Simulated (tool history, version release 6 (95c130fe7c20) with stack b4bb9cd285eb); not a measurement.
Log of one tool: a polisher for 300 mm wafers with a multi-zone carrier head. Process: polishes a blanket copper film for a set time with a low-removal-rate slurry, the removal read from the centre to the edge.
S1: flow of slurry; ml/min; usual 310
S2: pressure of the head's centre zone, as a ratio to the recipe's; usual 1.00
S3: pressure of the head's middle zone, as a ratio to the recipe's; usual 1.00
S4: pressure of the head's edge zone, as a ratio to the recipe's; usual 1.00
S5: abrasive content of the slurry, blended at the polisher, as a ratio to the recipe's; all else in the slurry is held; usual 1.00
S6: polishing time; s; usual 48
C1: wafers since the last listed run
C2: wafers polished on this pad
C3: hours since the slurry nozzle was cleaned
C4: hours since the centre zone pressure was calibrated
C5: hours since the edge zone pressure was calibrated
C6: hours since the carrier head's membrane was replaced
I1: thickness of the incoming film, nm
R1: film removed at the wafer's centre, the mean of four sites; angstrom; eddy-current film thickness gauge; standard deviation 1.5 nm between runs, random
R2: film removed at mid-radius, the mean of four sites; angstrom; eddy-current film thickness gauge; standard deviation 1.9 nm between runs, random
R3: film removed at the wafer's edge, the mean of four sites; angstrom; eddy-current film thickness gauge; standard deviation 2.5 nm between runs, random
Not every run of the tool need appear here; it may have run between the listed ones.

Run 1, hour 0.0: usual settings but S4 0.91, S5 0.90; C1 0; C2 1167; C3 665.7; C4 787.3; C5 907.7; C6 1072.7; I1 1429.9. Result: R1 1727 angstrom, R2 1723 angstrom, R3 1615 angstrom.
Run 2, hour 17.5: usual settings; C1 116; C2 1283; C3 683.2; C4 804.8; C5 925.2; C6 1090.2; I1 1462.1. Result: R1 1835 angstrom, R2 1764 angstrom, R3 1724 angstrom.
Run 3, hour 26.7: usual settings; C1 61; C2 1344; C3 692.4; C4 814.0; C5 934.4; C6 1099.4; I1 1458.3. Result: R1 1807 angstrom, R2 1738 angstrom, R3 1760 angstrom.
Run 4, hour 36.9: usual settings; C1 67; C2 1412; C3 702.6; C4 824.2; C5 944.6; C6 1109.6; I1 1439.1. Result: R1 1766 angstrom, R2 1704 angstrom, R3 1766 angstrom.
At hour 48.7: centre zone pressure recalibrated.
At hour 48.8: worn pad replaced by a new one.
Run 5, hour 51.9: usual settings; C1 85; C2 20; C3 717.6; C4 3.2; C5 959.6; C6 1124.6; I1 1445.5. Result: R1 1689 angstrom, R2 1744 angstrom, R3 1712 angstrom.
Run 6, hour 66.4: usual settings; C1 96; C2 116; C3 732.1; C4 17.7; C5 974.1; C6 1139.1; I1 1432.9. Result: R1 1708 angstrom, R2 1760 angstrom, R3 1706 angstrom.
Run 7, hour 74.8: usual settings; C1 55; C2 172; C3 740.5; C4 26.1; C5 982.5; C6 1147.5; I1 1444.3. Result: R1 1684 angstrom, R2 1738 angstrom, R3 1673 angstrom.
Run 8, hour 85.7: usual settings; C1 72; C2 244; C3 751.4; C4 37.0; C5 993.4; C6 1158.4; I1 1426.1. Result: R1 1730 angstrom, R2 1741 angstrom, R3 1737 angstrom.
Run 9, hour 94.2: usual settings but S1 245 ml/min, S3 1.07, S6 34 s; C1 56; C2 301; C3 759.9; C4 45.5; C5 1001.9; C6 1166.9; I1 1457.2. Result: R1 1201 angstrom, R2 1294 angstrom, R3 1191 angstrom.
Run 10, hour 110.4: usual settings; C1 107; C2 409; C3 776.1; C4 61.7; C5 1018.1; C6 1183.1; I1 1443.1. Result: R1 1736 angstrom, R2 1756 angstrom, R3 1696 angstrom.
Run 11, hour 125.2: usual settings but S2 0.96, S3 0.89, S5 0.80; C1 98; C2 507; C3 790.9; C4 76.5; C5 1032.9; C6 1197.9; I1 1425.3. Result: R1 1613 angstrom, R2 1491 angstrom, R3 1656 angstrom.
At hour 130.9: carrier head's membrane replaced by a new one.
At hour 131.8: slurry nozzle cleaned.
Run 12, hour 138.5: usual settings; C1 49; C2 556; C3 6.7; C4 89.8; C5 1046.2; C6 7.6; I1 1463.3. Result: R1 1725 angstrom, R2 1750 angstrom, R3 1708 angstrom.
Run 13, hour 151.3: usual settings but S4 1.05, S6 40 s; C1 85; C2 641; C3 19.5; C4 102.6; C5 1059.0; C6 20.4; I1 1457.7. Result: R1 1445 angstrom, R2 1443 angstrom, R3 1470 angstrom.
At hour 162.1: edge zone pressure recalibrated.
Run 14, hour 168.7: usual settings but S1 385 ml/min, S3 0.95, S5 1.15, S6 40 s; C1 102; C2 743; C3 36.9; C4 120.0; C5 6.6; C6 37.8; I1 1475.7. Result: R1 1524 angstrom, R2 1485 angstrom, R3 1504 angstrom.
Run 15, hour 180.0: usual settings; C1 75; C2 819; C3 48.2; C4 131.3; C5 17.9; C6 49.1; I1 1434.3. Result: R1 1755 angstrom, R2 1729 angstrom, R3 1735 angstrom.
Run 16, hour 225.3: usual settings but S2 1.12, S3 0.95, S4 0.91; C1 300; C2 1119; C3 93.5; C4 176.6; C5 63.2; C6 94.4; I1 1454.1. Result: R1 1890 angstrom, R2 1677 angstrom, R3 1622 angstrom.
Run 17, hour 234.0: usual settings but S3 1.09, S5 1.30, S6 56 s; C1 57; C2 1177; C3 102.2; C4 185.3; C5 71.9; C6 103.1; I1 1465.2. Result: R1 2229 angstrom, R2 2327 angstrom, R3 2089 angstrom.
Run 18, hour 240.4: usual settings but S4 0.89, S5 0.85; C1 42; C2 1220; C3 108.6; C4 191.7; C5 78.3; C6 109.5; I1 1455.1. Result: R1 1655 angstrom, R2 1683 angstrom, R3 1593 angstrom.
At hour 244.7: worn pad replaced by a new one.
Run 19, hour 255.1: usual settings; C1 71; C2 69; C3 123.3; C4 206.4; C5 93.0; C6 124.2; I1 1434.0. Result: R1 1773 angstrom, R2 1760 angstrom, R3 1717 angstrom.
Run 20, hour 267.1: usual settings but S1 355 ml/min, S2 1.11, S3 0.94, S5 0.70; C1 79; C2 148; C3 135.3; C4 218.4; C5 105.0; C6 136.2; I1 1457.9. Result: R1 1734 angstrom, R2 1521 angstrom, R3 1589 angstrom.
Run 21, hour 276.5: usual settings but S3 1.08; C1 62; C2 211; C3 144.7; C4 227.8; C5 114.4; C6 145.6; I1 1436.6. Result: R1 1805 angstrom, R2 1889 angstrom, R3 1700 angstrom.

What if the next run were any one of these 5? Each begins from the tool's condition after run 21:
Run A, hour 276.9: usual settings but S3 1.11; C1 2; C2 214; C3 145.1; C4 228.2; C5 114.8; C6 146.0; I1 1459.4. Result: R1 ?, R2 ?, R3 ?.
Run B, hour 276.9: usual settings but S1 255 ml/min; C1 2; C2 214; C3 145.1; C4 228.2; C5 114.8; C6 146.0; I1 1459.4. Result: R1 ?, R2 ?, R3 ?.
Run C, hour 276.9: usual settings but S2 1.08, S3 1.03; C1 2; C2 214; C3 145.1; C4 228.2; C5 114.8; C6 146.0; I1 1459.4. Result: R1 ?, R2 ?, R3 ?.
Run D, hour 276.9: usual settings but S1 245 ml/min, S4 1.05; C1 2; C2 214; C3 145.1; C4 228.2; C5 114.8; C6 146.0; I1 1459.4. Result: R1 ?, R2 ?, R3 ?.
Run E, hour 276.9: usual settings but S6 32 s; C1 2; C2 214; C3 145.1; C4 228.2; C5 114.8; C6 146.0; I1 1459.4. Result: R1 ?, R2 ?, R3 ?.

run    R1    R2    R3
  A  1799  1897  1745
  B  1769  1711  1728
  C  1898  1779  1747
  D  1763  1705  1766
  E  1199  1157  1165
Had the tool no hidden state, the same runs would have come out as:
run    R1    R2    R3
  A  1714  1897  1745
  B  1685  1711  1728
  C  1808  1780  1747
  D  1680  1706  1766
  E  1142  1157  1165
